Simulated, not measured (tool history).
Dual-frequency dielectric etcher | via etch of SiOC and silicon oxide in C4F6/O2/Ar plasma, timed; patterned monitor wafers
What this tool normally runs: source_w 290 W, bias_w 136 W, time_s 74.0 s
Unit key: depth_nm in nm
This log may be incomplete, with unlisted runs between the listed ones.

run	hour	source_w	bias_w	time_s	wafers since the last listed run	hours since the last wet clean	hours since the last source power generator calibration	hours since the last bias power generator calibration	hours since the last upper electrode change	hours since the gauge calibration	read-back reference wafer on the same gauge, depth_nm	depth_nm
1	0.0	240	136	74.0	0	210.1	3703.5	1175.0	3293.0	163.4	72.2	58.1
2	23.1	290	117	74.0	375	233.2	3726.6	1198.1	3316.1	186.5	72.3	60.7
3	51.2	290	117	74.0	457	261.3	3754.7	1226.2	3344.2	214.6	72.5	60.6
4	74.2	290	136	74.0	374	284.3	3777.7	1249.2	3367.2	237.6	72.3	65.8
5	97.4	290	150	74.0	377	307.5	3800.9	1272.4	3390.4	260.8	72.5	67.8
6	114.9	290	150	74.0	284	325.0	3818.4	1289.9	3407.9	278.3	72.3	68.0
7	133.3	290	150	74.0	299	343.4	3836.8	1308.3	3426.3	296.7	72.6	68.7
8	146.5	290	136	84.5	214	356.6	3850.0	1321.5	3439.5	309.9	72.4	74.7
9	179.2	290	136	84.5	532	389.3	3882.7	1354.2	3472.2	342.6	72.6	75.3
# hour 208.9: wet clean of the chamber
10	209.4	290	136	84.5	100	0.5	3912.9	1384.4	3502.4	372.8	72.7	71.9
# hour 234.7: source power generator calibrated
11	235.8	290	145	61.0	364	26.9	1.1	1410.8	3528.8	399.2	72.5	54.4
12	254.1	290	136	62.5	297	45.2	19.4	1429.1	3547.1	417.5	72.3	54.0
13	282.0	290	136	62.5	453	73.1	47.3	1457.0	3575.0	445.4	72.5	53.6
# hour 328.1: upper electrode replaced
14	328.6	350	136	63.0	367	119.7	93.9	1503.6	0.5	492.0	72.4	60.0
15	330.6	330	150	61.5	32	121.7	95.9	1505.6	2.5	494.0	72.3	59.7
16	343.6	290	136	74.0	211	134.7	108.9	1518.6	15.5	507.0	72.4	64.7
17	357.8	330	166	66.5	231	148.9	123.1	1532.8	29.7	521.2	72.3	66.8
18	389.8	290	113	74.0	520	180.9	155.1	1564.8	61.7	553.2	72.2	59.8
19	404.4	290	120	95.5	237	195.5	169.7	1579.4	76.3	567.8	72.2	79.9
20	429.9	320	153	61.0	414	221.0	195.2	1604.9	101.8	593.3	72.5	59.3
21	458.1	250	136	74.0	458	249.2	223.4	1633.1	130.0	621.5	72.3	60.9
# hour 478.3: gauge calibrated
# hour 495.2: bias power generator calibrated
22	523.9	290	136	74.0	1005	315.0	289.2	28.7	195.8	45.6	72.3	66.4
23	557.9	260	145	57.5	553	349.0	323.2	62.7	229.8	79.6	72.4	49.9
24	588.2	290	136	74.0	492	379.3	353.5	93.0	260.1	109.9	72.1	67.1
25	603.2	340	124	86.5	244	394.3	368.5	108.0	275.1	124.9	72.6	81.5
# hour 647.0: wet clean of the chamber
26	647.5	290	145	64.0	330	0.5	412.8	152.3	319.4	169.2	72.4	55.4

Exercise: give the hidden state of the tool at every run:
source power that arrives over what is set, %: 0 across all the runs
bias power that arrives over what is set, %: 0 across all the runs
gauge reads high (%): 0 across all the runs
H1: etch rate over this chamber's usual, %
run	H1
1	2.53
2	2.85
3	3.24
4	3.55
5	3.88
6	4.12
7	4.37
8	4.55
9	5.01
10	0.704
11	1.07
12	1.32
13	1.71
14	2.35
15	2.38
16	2.56
17	2.75
18	3.2
19	3.4
20	3.75
21	4.14
22	5.05
23	5.52
24	5.94
25	6.14
26	-0.154
